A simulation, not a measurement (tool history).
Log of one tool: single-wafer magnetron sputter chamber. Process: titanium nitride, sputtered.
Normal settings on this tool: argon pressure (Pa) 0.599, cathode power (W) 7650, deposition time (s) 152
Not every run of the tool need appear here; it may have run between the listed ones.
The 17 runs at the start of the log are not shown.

run,hour,argon pressure (Pa),cathode power (W),deposition time (s),"read-back reference wafer on the same gauge, thickness_nm",mean film thickness on the monitor wafer (Å)
# hour 484.9: magnet pack replaced
18,485.4,0.599,7650,152,201.973,1916.8
19,514.3,0.599,7650,152,202.073,1927.43
20,593.8,0.599,9000,152,201.88,2186.55
21,616.5,0.599,7650,132,202.077,1669.59
# hour 629.7: capacitance manometer re-zeroed and calibrated
22,643.8,0.599,7650,152,202.058,1898.06
23,676,0.388,7650,152,202.163,2079.25
# hour 688.1: sputter target and shields replaced
24,708.9,0.51,7650,163,202.055,2127.49
25,724.7,0.471,7650,152,202.129,2022.32
26,787.5,0.746,9200,179,202.005,2446.67
27,817.7,0.599,5950,152,202.045,1596.93
28,831.7,0.599,7650,174,201.838,2198.48
29,846.8,0.599,7650,152,202.04,1909.81
30,866.1,0.538,7650,152,202.024,1958.24
31,887.1,0.599,7650,165,202.07,2068.36
32,918.8,0.599,7650,152,201.899,1929.26
33,935,0.599,6600,152,201.982,1724.07
34,955.3,0.599,7650,152,202.134,1912.26

5 ways to go on from here, each from the tool as it stands after run 34. What would each give?
A,955.7,0.599,7650,152,?,?
B,955.7,0.83,6200,152,?,?
C,955.7,0.599,6900,175,?,?
D,955.7,0.599,6250,152,?,?
E,955.7,0.599,8600,132,?,?

run,"read-back reference wafer on the same gauge, thickness_nm",mean film thickness on the monitor wafer (Å)
A,201.95,1915.47
B,201.95,1499.54
C,201.95,2042.84
D,201.95,1652.05
E,201.95,1818.67
Had the tool no hidden state, the same runs would have come out as:
run,mean film thickness on the monitor wafer (Å)
A,1897.53
B,1479.94
C,2023.71
D,1636.58
E,1801.63
